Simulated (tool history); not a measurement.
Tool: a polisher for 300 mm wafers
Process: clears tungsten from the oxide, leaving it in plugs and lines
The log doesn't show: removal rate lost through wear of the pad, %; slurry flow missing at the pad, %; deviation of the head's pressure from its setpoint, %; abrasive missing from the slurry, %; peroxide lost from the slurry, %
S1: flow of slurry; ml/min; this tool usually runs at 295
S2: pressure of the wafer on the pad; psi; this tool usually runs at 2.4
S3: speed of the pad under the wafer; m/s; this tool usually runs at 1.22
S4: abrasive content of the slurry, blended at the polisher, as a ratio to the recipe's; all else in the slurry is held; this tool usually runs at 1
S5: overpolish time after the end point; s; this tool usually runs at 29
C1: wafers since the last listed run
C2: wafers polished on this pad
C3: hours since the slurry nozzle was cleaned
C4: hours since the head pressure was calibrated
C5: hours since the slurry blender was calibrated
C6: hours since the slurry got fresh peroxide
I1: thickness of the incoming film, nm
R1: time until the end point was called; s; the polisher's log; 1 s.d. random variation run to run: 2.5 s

{"run": 1, "hour": 0.0, "S1": 295, "S2": 2.4, "S3": 1.22, "S4": 1, "S5": 29, "C1": 0, "C2": 1249, "C3": 308.2, "C4": 648.7, "C5": 60.8, "C6": 240.1, "I1": 529.9, "R1": 158.5}
{"run": 2, "hour": 49.9, "S1": 295, "S2": 2.4, "S3": 1.22, "S4": 1, "S5": 29, "C1": 313, "C2": 1563, "C3": 358.1, "C4": 698.6, "C5": 110.7, "C6": 290, "I1": 523.6, "R1": 157.8}
{"run": 3, "hour": 77.0, "S1": 295, "S2": 2.2, "S3": 1.22, "S4": 1, "S5": 29, "C1": 170, "C2": 1733, "C3": 385.2, "C4": 725.7, "C5": 137.8, "C6": 317.1, "I1": 519.6, "R1": 173.1}
{"hour": 91.5, "done": "slurry nozzle cleaned"}
{"run": 4, "hour": 127.8, "S1": 295, "S2": 2.2, "S3": 1.22, "S4": 1, "S5": 29, "C1": 312, "C2": 2046, "C3": 36.3, "C4": 776.5, "C5": 188.6, "C6": 367.9, "I1": 539.7, "R1": 188.1}
{"run": 5, "hour": 164.8, "S1": 295, "S2": 2.4, "S3": 1.4, "S4": 1, "S5": 29, "C1": 232, "C2": 2278, "C3": 73.3, "C4": 813.5, "C5": 225.6, "C6": 404.9, "I1": 538.7, "R1": 150.7}
{"run": 6, "hour": 193.4, "S1": 295, "S2": 2.4, "S3": 1.6, "S4": 0.85, "S5": 29, "C1": 179, "C2": 2458, "C3": 101.9, "C4": 842.1, "C5": 254.2, "C6": 433.5, "I1": 534.1, "R1": 139.4}
{"hour": 201.2, "done": "slurry tank refilled with fresh slurry and peroxide"}
{"hour": 225.8, "done": "head pressure recalibrated"}
{"run": 7, "hour": 228.0, "S1": 295, "S2": 3, "S3": 1.5, "S4": 0.8, "S5": 15, "C1": 198, "C2": 2657, "C3": 136.5, "C4": 2.2, "C5": 288.8, "C6": 26.8, "I1": 524.7, "R1": 102.7}
{"hour": 260.3, "done": "worn pad replaced by a new one"}
{"run": 8, "hour": 277.3, "S1": 295, "S2": 2.4, "S3": 1.22, "S4": 1, "S5": 29, "C1": 284, "C2": 106, "C3": 185.8, "C4": 51.5, "C5": 338.1, "C6": 76.1, "I1": 525.8, "R1": 153.6}
{"run": 9, "hour": 331.7, "S1": 295, "S2": 2.4, "S3": 1.22, "S4": 1, "S5": 29, "C1": 341, "C2": 448, "C3": 240.2, "C4": 105.9, "C5": 392.5, "C6": 130.5, "I1": 525.7, "R1": 155.4}
{"run": 10, "hour": 394.0, "S1": 330, "S2": 2.4, "S3": 1.02, "S4": 1, "S5": 29, "C1": 391, "C2": 839, "C3": 302.5, "C4": 168.2, "C5": 454.8, "C6": 192.8, "I1": 525.1, "R1": 189.2}
{"run": 11, "hour": 438.0, "S1": 295, "S2": 2.4, "S3": 1.22, "S4": 1, "S5": 29, "C1": 276, "C2": 1116, "C3": 346.5, "C4": 212.2, "C5": 498.8, "C6": 236.8, "I1": 529.3, "R1": 158.8}
{"hour": 461.0, "done": "slurry blender recalibrated"}
{"hour": 576.0, "done": "slurry nozzle cleaned"}
{"run": 12, "hour": 616.0, "S1": 245, "S2": 2.4, "S3": 1.22, "S4": 0.75, "S5": 29, "C1": 1099, "C2": 2216, "C3": 40, "C4": 390.2, "C5": 155, "C6": 414.8, "I1": 537.3, "R1": 199.6}
{"run": 13, "hour": 663.1, "S1": 215, "S2": 3.1, "S3": 1.22, "S4": 1, "S5": 37, "C1": 295, "C2": 2512, "C3": 87.1, "C4": 437.3, "C5": 202.1, "C6": 461.9, "I1": 537.8, "R1": 149.5}
{"hour": 682.1, "done": "worn pad replaced by a new one"}
{"hour": 689.6, "done": "slurry tank refilled with fresh slurry and peroxide"}
{"run": 14, "hour": 756.5, "S1": 295, "S2": 2.6, "S3": 1.54, "S4": 1.2, "S5": 22, "C1": 555, "C2": 461, "C3": 180.5, "C4": 530.7, "C5": 295.5, "C6": 66.9, "I1": 525.9, "R1": 103.2}
{"run": 15, "hour": 813.0, "S1": 395, "S2": 2.4, "S3": 1.22, "S4": 1.15, "S5": 29, "C1": 355, "C2": 816, "C3": 237, "C4": 587.2, "C5": 352, "C6": 123.4, "I1": 532, "R1": 137}
{"run": 16, "hour": 838.1, "S1": 220, "S2": 1.7, "S3": 0.82, "S4": 1, "S5": 29, "C1": 157, "C2": 973, "C3": 262.1, "C4": 612.3, "C5": 377.1, "C6": 148.5, "I1": 530.2, "R1": 322.6}
{"hour": 899.9, "done": "slurry blender recalibrated"}
{"run": 17, "hour": 908.8, "S1": 295, "S2": 2.4, "S3": 1.22, "S4": 1, "S5": 29, "C1": 431, "C2": 1405, "C3": 332.8, "C4": 683, "C5": 8.9, "C6": 219.2, "I1": 526.5, "R1": 149.9}
{"run": 18, "hour": 976.5, "S1": 295, "S2": 2.4, "S3": 1.5, "S4": 1, "S5": 29, "C1": 425, "C2": 1830, "C3": 400.5, "C4": 750.7, "C5": 76.6, "C6": 286.9, "I1": 528.3, "R1": 127.9}
{"hour": 983.0, "done": "head pressure recalibrated"}
{"hour": 1026.0, "done": "slurry nozzle cleaned"}
{"run": 19, "hour": 1038.8, "S1": 380, "S2": 2.4, "S3": 1.22, "S4": 1, "S5": 29, "C1": 372, "C2": 2203, "C3": 12.8, "C4": 55.8, "C5": 138.9, "C6": 349.2, "I1": 526.8, "R1": 178.6}
{"run": 20, "hour": 1073.1, "S1": 385, "S2": 2.4, "S3": 1.22, "S4": 0.8, "S5": 29, "C1": 215, "C2": 2419, "C3": 47.1, "C4": 90.1, "C5": 173.2, "C6": 383.5, "I1": 518.1, "R1": 179.6}
{"hour": 1083.2, "done": "worn pad replaced by a new one"}
{"run": 21, "hour": 1126.0, "S1": 295, "S2": 2.4, "S3": 1.22, "S4": 1, "S5": 29, "C1": 307, "C2": 269, "C3": 100, "C4": 143, "C5": 226.1, "C6": 436.4, "I1": 527.3, "R1": 184.2}
{"run": 22, "hour": 1167.7, "S1": 380, "S2": 2.4, "S3": 1.22, "S4": 1, "S5": 29, "C1": 262, "C2": 531, "C3": 141.7, "C4": 184.7, "C5": 267.8, "C6": 478.1, "I1": 523.4, "R1": 185.8}
{"hour": 1172.0, "done": "slurry tank refilled with fresh slurry and peroxide"}
{"run": 23, "hour": 1238.0, "S1": 295, "S2": 2.4, "S3": 1.22, "S4": 1, "S5": 29, "C1": 435, "C2": 966, "C3": 212, "C4": 255, "C5": 338.1, "C6": 66, "I1": 526.3, "R1": 147.8}
{"run": 24, "hour": 1304.5, "S1": 295, "S2": 2.4, "S3": 1.22, "S4": 1, "S5": 17, "C1": 417, "C2": 1384, "C3": 278.5, "C4": 321.5, "C5": 404.6, "C6": 132.5, "I1": 534.8, "R1": 154.4}
{"run": 25, "hour": 1333.2, "S1": 245, "S2": 1.8, "S3": 0.8, "S4": 0.75, "S5": 29, "C1": 180, "C2": 1564, "C3": 307.2, "C4": 350.2, "C5": 433.3, "C6": 161.2, "I1": 521.9, "R1": 330}
{"run": 26, "hour": 1403.1, "S1": 295, "S2": 2.4, "S3": 1.58, "S4": 1.2, "S5": 39, "C1": 439, "C2": 2004, "C3": 377.1, "C4": 420.1, "C5": 503.2, "C6": 231.1, "I1": 524.7, "R1": 117.4}

Consider 4 possible next runs. They are alternatives, not a sequence: every one starts from the tool as it was left by run 26. What does each give?
{"run": "A", "hour": 1403.6, "S1": 295, "S2": 2.4, "S3": 1.22, "S4": 1, "S5": 29, "C1": 3, "C2": 2007, "C3": 377.6, "C4": 420.6, "C5": 503.7, "C6": 231.6, "I1": 534, "R1": "?"}
{"run": "B", "hour": 1403.6, "S1": 295, "S2": 2.4, "S3": 0.94, "S4": 0.85, "S5": 29, "C1": 3, "C2": 2007, "C3": 377.6, "C4": 420.6, "C5": 503.7, "C6": 231.6, "I1": 534, "R1": "?"}
{"run": "C", "hour": 1403.6, "S1": 295, "S2": 2.8, "S3": 1.02, "S4": 1, "S5": 40, "C1": 3, "C2": 2007, "C3": 377.6, "C4": 420.6, "C5": 503.7, "C6": 231.6, "I1": 534, "R1": "?"}
{"run": "D", "hour": 1403.6, "S1": 340, "S2": 2.4, "S3": 1.22, "S4": 1, "S5": 22, "C1": 3, "C2": 2007, "C3": 377.6, "C4": 420.6, "C5": 503.7, "C6": 231.6, "I1": 534, "R1": "?"}

run=A R1=158.1
run=B R1=211.7
run=C R1=162.1
run=D R1=156.1
With the hidden condition removed and each run's random variation left untouched, the same runs would have given:
run=A R1=153.1
run=B R1=205
run=C R1=157
run=D R1=151.1

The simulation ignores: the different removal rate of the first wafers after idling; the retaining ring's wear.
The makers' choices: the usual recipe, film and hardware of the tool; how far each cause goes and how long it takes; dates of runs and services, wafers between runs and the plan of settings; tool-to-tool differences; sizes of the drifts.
